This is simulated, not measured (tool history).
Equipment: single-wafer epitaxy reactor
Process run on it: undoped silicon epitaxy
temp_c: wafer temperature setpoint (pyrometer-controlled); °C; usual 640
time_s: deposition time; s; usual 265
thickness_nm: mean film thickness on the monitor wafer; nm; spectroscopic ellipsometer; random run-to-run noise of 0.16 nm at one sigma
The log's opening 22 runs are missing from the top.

run    hour  temp_c  time_s  wafers since the last listed run  hours since the last pyrometer calibration  hours since the gauge calibration  read-back reference wafer on the same gauge, thickness_nm  thickness_nm
 23  1250.2     640     265                               433                                       179.3                             2344.9                                                     39.081        34.687
 24  1289.9     630     221                               299                                         219                             2384.6                                                     39.053        23.618
       1318  -- gauge calibrated
 25  1328.6     640     265                               292                                       257.7                               10.6                                                      39.14        34.884
 26  1364.4     640     308                               270                                       293.5                               46.4                                                     39.082        40.186
 27  1417.8     648     306                               403                                       346.9                               99.8                                                     39.097        46.713
 28  1486.5     631     234                               518                                       415.6                              168.5                                                     39.113        25.343
 29  1516.3     628     218                               224                                       445.4                              198.3                                                      39.09        22.288
 30  1556.9     640     265                               306                                         486                              238.9                                                     39.036        34.333
 31  1601.6     654     318                               337                                       530.7                              283.6                                                     39.182        54.524
 32    1670     640     299                               516                                       599.1                                352                                                     39.122        38.957
 33  1724.7     625     214                               412                                       653.8                              406.7                                                     39.091         20.63
 34  1787.9     627     287                               476                                         717                              469.9                                                     39.087         28.55
 35  1843.1     640     265                               416                                       772.2                              525.1                                                     39.114        34.357
 36  1898.5     628     265                               418                                       827.6                              580.5                                                     39.063        27.113
 37    1944     654     308                               343                                       873.1                                626                                                     39.122        52.527
 38  1981.6     630     251                               283                                       910.7                              663.6                                                     39.109        26.671
 39    2034     644     265                               395                                       963.1                                716                                                     39.117        37.034
 40  2076.8     645     284                               323                                      1005.9                              758.8                                                     39.141        40.447

Expected results for the next run?
 41  2122.4     635     227                               344                                      1051.5                              804.4                                                          ?             ?

Run 41 yielded read-back reference wafer on the same gauge, thickness_nm 39.14, thickness_nm 26.69 nm.
If the tool had no hidden condition, the same run with the same run-to-run variation would have returned thickness_nm 27.018 nm.
